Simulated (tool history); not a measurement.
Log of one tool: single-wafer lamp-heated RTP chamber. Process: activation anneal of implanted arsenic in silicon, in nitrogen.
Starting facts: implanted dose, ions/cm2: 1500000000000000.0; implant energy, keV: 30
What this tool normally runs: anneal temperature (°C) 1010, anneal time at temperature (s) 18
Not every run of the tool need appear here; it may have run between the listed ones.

run    hour  anneal temperature (°C)  anneal time at temperature (s)  read-back reference wafer on the same gauge, sheet resistance  sheet resistance of the implanted and annealed layer (ohm/square)
  1       0                     1010                              21                                                          96.14                                                              95.07
       25.7  -- reflector plate cleaned
  2   151.8                     1010                              21                                                          96.34                                                              95.83
  3   220.6                     1010                              21                                                          96.18                                                              95.27
  4     312                     1002                              18                                                          96.19                                                              96.23
      319.9  -- gauge calibrated
  5   368.4                     1002                              18                                                          96.36                                                               97.5
      438.5  -- pyrometer window cleaned and pyrometer calibrated
  6   456.4                     1002                              18                                                          96.27                                                              98.21
  7   501.8                     1010                              18                                                          96.27                                                              95.03
      510.9  -- reflector plate cleaned
  8   585.1                     1010                              14                                                          96.37                                                              98.68
  9   665.5                     1010                              14                                                          96.22                                                              98.33
 10   735.3                     1010                              14                                                          96.28                                                              98.13
 11   776.6                     1010                              18                                                          96.31                                                              96.02
 12   816.8                     1010                              18                                                          96.19                                                              94.72
 13   870.8                     1010                              11                                                          96.21                                                              99.62
        882  -- pyrometer window cleaned and pyrometer calibrated
      940.3  -- reflector plate cleaned
 14   942.7                     1010                              11                                                          96.27                                                              101.1
 15   984.1                     1010                              11                                                           96.2                                                             100.55
 16  1090.9                     1010                              18                                                          96.34                                                              96.37
     1405.4  -- reflector plate cleaned
 17  1407.1                     1010                              18                                                          96.05                                                              97.12
     1438.2  -- pyrometer window cleaned and pyrometer calibrated
 18  1460.3                     1026                              14                                                          96.29                                                              95.41
 19  1496.8                     1010                              22                                                          96.19                                                              95.11
 20  1559.7                     1028                              18                                                          96.23                                                              92.53
 21  1620.6                     1000                              14                                                          96.19                                                              99.64
 22  1741.8                     1031                              11                                                          96.19                                                              95.84
 23  1800.8                     1026                              14                                                          96.32                                                              94.91
     1848.2  -- gauge calibrated
 24  1857.4                     1010                              18                                                          96.08                                                              95.51
     1898.1  -- reflector plate cleaned
 25  1903.3                     1019                              18                                                          96.26                                                              95.19
     1923.4  -- pyrometer window cleaned and pyrometer calibrated
 26  1964.2                     1027                              12                                                          96.16                                                              95.66
 27  2019.3                      988                              27                                                          96.22                                                              98.37
 28  2064.2                     1022                              29                                                          96.14                                                              91.12
 29  2171.3                     1026                              14                                                          96.18                                                              95.05
 30  2229.7                     1024                              14                                                          96.22                                                              95.28
 31  2280.7                     1022                              26                                                           96.2                                                              90.57
     2366.9  -- reflector plate cleaned
 32  2367.4                     1010                              18                                                          96.21                                                              97.59
     2386.9  -- pyrometer window cleaned and pyrometer calibrated
 33  2454.9                     1029                              22                                                          96.29                                                               91.6

Below are 5 alternative next runs, each starting from the tool's condition after run 33. Predict each:
  A  2455.3                     1010                              12                                                              ?                                                                  ?
  B  2455.3                     1020                              18                                                              ?                                                                  ?
  C  2455.3                      982                              27                                                              ?                                                                  ?
  D  2455.3                     1018                              21                                                              ?                                                                  ?
  E  2455.3                     1022                              12                                                              ?                                                                  ?

run  read-back reference wafer on the same gauge, sheet resistance  sheet resistance of the implanted and annealed layer (ohm/square)
  A                                                          96.23                                                              99.31
  B                                                          96.23                                                              94.59
  C                                                          96.23                                                              99.42
  D                                                          96.23                                                              93.81
  E                                                          96.23                                                              97.15
What these runs would have given with no unlogged condition in the tool:
run  sheet resistance of the implanted and annealed layer (ohm/square)
  A                                                             100.05
  B                                                              95.36
  C                                                             100.37
  D                                                               94.6
  E                                                              97.89
